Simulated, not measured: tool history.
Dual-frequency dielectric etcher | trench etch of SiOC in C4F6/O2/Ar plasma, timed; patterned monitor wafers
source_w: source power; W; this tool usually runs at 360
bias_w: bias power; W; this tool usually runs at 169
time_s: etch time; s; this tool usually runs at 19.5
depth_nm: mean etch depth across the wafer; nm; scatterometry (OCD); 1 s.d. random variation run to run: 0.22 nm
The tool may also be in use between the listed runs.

run	day	source_w	bias_w	time_s	wafers since the last listed run	hours since the last wet clean	hours since the last source power generator calibration	hours since the last bias power generator calibration	hours since the last upper electrode change	hours since the gauge calibration	read-back reference wafer on the same gauge, depth_nm	depth_nm
1	0.000	360	169	19.5	0	470.1	2206.5	3830.2	2934.1	137.3	32.67	40.64
2	0.712	360	169	19.5	271	487.2	2223.6	3847.3	2951.2	154.4	32.69	40.83
3	1.150	360	169	19.5	166	497.7	2234.1	3857.8	2961.7	164.9	32.66	40.68
# day 1.383: gauge calibrated
4	1.742	360	169	19.5	225	511.9	2248.3	3872.0	2975.9	8.6	32.71	40.86
5	2.121	360	151	19.5	144	521.0	2257.4	3881.1	2985.0	17.7	32.69	38.78
# day 4.621: wet clean of the chamber
6	4.642	360	151	19.5	578	0.5	2317.9	3941.6	3045.5	78.2	32.69	38.66
7	4.654	360	151	19.5	4	0.8	2318.2	3941.9	3045.8	78.5	32.73	39.12
8	5.250	360	169	19.5	226	15.1	2332.5	3956.2	3060.1	92.8	32.68	40.65
9	5.879	360	169	19.5	239	30.2	2347.6	3971.3	3075.2	107.9	32.73	40.91
10	6.488	360	169	19.5	231	44.8	2362.2	3985.9	3089.8	122.5	32.68	40.55
# day 6.771: bias power generator calibrated
# day 8.038: upper electrode replaced
11	8.058	360	169	24.0	153	82.5	2399.9	30.9	0.5	160.2	32.70	50.07
12	8.075	360	197	19.5	6	82.9	2400.3	31.3	0.9	160.6	32.72	42.83
# day 8.133: gauge calibrated
13	8.358	320	169	19.5	107	89.7	2407.1	38.1	7.7	5.4	32.70	38.82
# day 9.379: source power generator calibrated
14	9.867	410	195	15.0	510	125.9	11.7	74.3	43.9	41.6	32.70	34.58
15	10.162	360	169	19.5	112	133.0	18.8	81.4	51.0	48.7	32.72	40.91
16	10.796	440	137	23.0	241	148.2	34.0	96.6	66.2	63.9	32.72	47.09
17	11.383	320	169	19.5	223	162.3	48.1	110.7	80.3	78.0	32.65	39.23
18	11.712	360	203	14.0	125	170.2	56.0	118.6	88.2	85.9	32.69	31.38
19	12.375	420	169	19.5	252	186.1	71.9	134.5	104.1	101.8	32.67	42.64
20	13.100	330	203	19.5	275	203.5	89.3	151.9	121.5	119.2	32.70	42.16
21	13.629	360	169	19.5	201	216.2	102.0	164.6	134.2	131.9	32.69	40.61
22	14.138	360	169	17.0	193	228.4	114.2	176.8	146.4	144.1	32.73	35.75

What if the next run were any one of these 3? Each begins from the tool's condition after run 22:
A	14.154	430	169	19.5	6	228.8	114.6	177.2	146.8	144.5	?	?
B	14.154	440	186	19.5	6	228.8	114.6	177.2	146.8	144.5	?	?
C	14.154	360	169	24.5	6	228.8	114.6	177.2	146.8	144.5	?	?

run	read-back reference wafer on the same gauge, depth_nm	depth_nm
A	32.69	43.07
B	32.69	45.01
C	32.69	50.93
Had the tool no hidden state, the same runs would have come out as:
run	depth_nm
A	43.07
B	45.01
C	50.93

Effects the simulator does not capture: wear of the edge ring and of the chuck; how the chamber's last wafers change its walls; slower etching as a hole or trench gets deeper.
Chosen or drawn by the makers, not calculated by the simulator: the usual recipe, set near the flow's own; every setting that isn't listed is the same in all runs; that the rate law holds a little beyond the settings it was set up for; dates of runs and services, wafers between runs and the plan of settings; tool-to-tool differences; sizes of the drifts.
